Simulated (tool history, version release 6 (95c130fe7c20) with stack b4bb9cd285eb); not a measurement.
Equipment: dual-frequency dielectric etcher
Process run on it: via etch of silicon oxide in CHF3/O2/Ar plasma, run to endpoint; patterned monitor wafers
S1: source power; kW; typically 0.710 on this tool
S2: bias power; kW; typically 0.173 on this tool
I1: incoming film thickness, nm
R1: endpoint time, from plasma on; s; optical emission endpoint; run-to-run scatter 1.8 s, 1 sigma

Run 1, day 0.000: usual settings but S1 0.570 kW; I1 475.3. Result: R1 281.6 s.
Run 2, day 1.592: usual settings but S1 0.570 kW; I1 474.6. Result: R1 277.3 s.
Run 3, day 2.833: usual settings but S1 0.570 kW; I1 475.6. Result: R1 279.2 s.
Run 4, day 4.938: usual settings; I1 474.2. Result: R1 253.7 s.
Run 5, day 5.950: usual settings; I1 473.4. Result: R1 252.7 s.
Run 6, day 7.517: usual settings; I1 476.4. Result: R1 253.3 s.
Run 7, day 10.275: usual settings; I1 471.6. Result: R1 249.4 s.
At day 11.367: source power generator calibrated.
Run 8, day 11.971: usual settings but S1 0.670 kW; I1 479.2. Result: R1 262.9 s.
At day 13.412: upper electrode replaced.
Run 9, day 13.792: usual settings but S1 0.670 kW; I1 471.6. Result: R1 256.5 s.
Run 10, day 16.292: usual settings but S1 0.630 kW, S2 0.143 kW; I1 476.8. Result: R1 273.8 s.

Estimate the outcome of run 11 from the log above:
At day 21.512: wet clean of the chamber.
Run 11, day 23.450: usual settings but S2 0.161 kW; I1 477.7. Result: R1 ?.

For run 11 the tool returned R1 283.0 s.
On a tool with no hidden condition, and with the same random variation, this run would have come out at R1 264.3 s.

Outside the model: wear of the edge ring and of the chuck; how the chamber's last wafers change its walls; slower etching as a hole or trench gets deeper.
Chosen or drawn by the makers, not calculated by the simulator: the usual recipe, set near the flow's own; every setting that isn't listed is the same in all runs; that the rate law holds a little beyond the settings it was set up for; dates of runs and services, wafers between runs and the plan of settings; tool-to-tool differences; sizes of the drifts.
